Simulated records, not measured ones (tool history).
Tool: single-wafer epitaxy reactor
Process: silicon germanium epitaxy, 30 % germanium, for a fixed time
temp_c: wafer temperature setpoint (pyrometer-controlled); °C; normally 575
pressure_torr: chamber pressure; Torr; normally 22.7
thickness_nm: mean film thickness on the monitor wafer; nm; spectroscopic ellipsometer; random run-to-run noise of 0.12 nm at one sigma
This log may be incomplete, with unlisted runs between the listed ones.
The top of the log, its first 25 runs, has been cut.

run      day  temp_c  pressure_torr  read-back reference wafer on the same gauge, thickness_nm  thickness_nm
 26  101.358     589           22.7                                                     42.599        50.439
 27  104.517     587           27.0                                                     42.638        49.721
 28  115.642     563           26.6                                                     42.523        28.806
 29  118.692     575           22.7                                                     42.646        36.688
 30  122.258     567           17.3                                                     42.633        29.284
 31  125.338     567           17.3                                                     42.580        29.262
 32  128.804     575           22.7                                                     42.638        36.715
 33  132.792     575           20.7                                                     42.543        35.888
     134.704  -- gauge calibrated
 34  135.146     575           22.7                                                     42.571        36.394
 35  138.596     575           26.0                                                     42.609        37.544

Branching from run 35: 4 alternative next runs. What would each branch give?
  A  138.612     575           22.7                                                          ?             ?
  B  138.612     567           26.4                                                          ?             ?
  C  138.612     575           19.6                                                          ?             ?
  D  138.612     575           25.0                                                          ?             ?

run  read-back reference wafer on the same gauge, thickness_nm  thickness_nm
  A                                                     42.622        36.373
  B                                                     42.622        31.238
  C                                                     42.622        35.515
  D                                                     42.622        36.990
Had the tool no hidden state, the same runs would have come out as:
run  thickness_nm
  A        37.176
  B        31.943
  C        36.299
  D        37.807
